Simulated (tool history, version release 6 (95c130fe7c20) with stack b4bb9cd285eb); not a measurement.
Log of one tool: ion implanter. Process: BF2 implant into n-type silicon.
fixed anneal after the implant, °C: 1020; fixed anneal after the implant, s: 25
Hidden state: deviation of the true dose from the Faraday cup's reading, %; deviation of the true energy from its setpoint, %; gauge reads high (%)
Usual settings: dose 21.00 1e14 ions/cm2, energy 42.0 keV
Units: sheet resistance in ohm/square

run	day	dose	energy	wafers since the last listed run	hours since the last dose calibration	hours since the extraction supply was calibrated	hours since the gauge calibration	read-back reference wafer on the same gauge, sheet resistance	sheet resistance
1	0.000	25.57	42.0	0	772.6	3398.1	40.1	96.00	101.59
2	0.979	21.00	42.0	500	796.1	3421.6	63.6	96.01	104.09
3	1.642	21.00	49.5	338	812.0	3437.5	79.5	96.00	96.78
4	2.300	19.68	37.0	336	827.8	3453.3	95.3	96.03	111.11
# day 5.279: Faraday cup replaced and dose calibrated
5	6.033	19.68	37.0	1738	18.1	3542.9	184.9	95.96	111.30
6	6.875	19.68	37.0	430	38.3	3563.1	205.1	96.05	111.25
7	7.662	21.00	42.0	402	57.2	3582.0	224.0	96.03	104.03
8	8.629	18.74	47.0	494	80.4	3605.2	247.2	95.99	101.42
9	10.058	21.00	49.5	730	114.7	3639.5	281.5	95.98	96.77
10	10.704	23.07	28.0	330	130.2	3655.0	297.0	96.01	123.70
# day 10.962: gauge calibrated
# day 11.642: extraction supply calibrated
11	12.067	26.19	42.0	526	162.9	10.2	26.5	95.99	101.67
12	13.408	21.00	48.0	685	195.1	42.4	58.7	95.96	98.07
13	13.975	27.25	49.5	289	208.7	56.0	72.3	96.03	93.21
14	14.758	25.56	49.0	400	227.5	74.8	91.1	96.04	94.18
15	15.600	15.45	50.0	430	247.7	95.0	111.3	96.07	104.67

Forecast each of these 4 alternatives for the next run:
A	15.617	21.00	34.5	8	248.1	95.4	111.7	?	?
B	15.617	19.11	35.0	8	248.1	95.4	111.7	?	?
C	15.617	18.28	29.0	8	248.1	95.4	111.7	?	?
D	15.617	23.99	55.0	8	248.1	95.4	111.7	?	?

run	read-back reference wafer on the same gauge, sheet resistance	sheet resistance
A	95.93	114.15
B	95.93	114.87
C	95.93	124.97
D	95.93	89.66
Without the tool's hidden state the same runs would have given:
run	sheet resistance
A	114.15
B	114.87
C	124.97
D	89.66
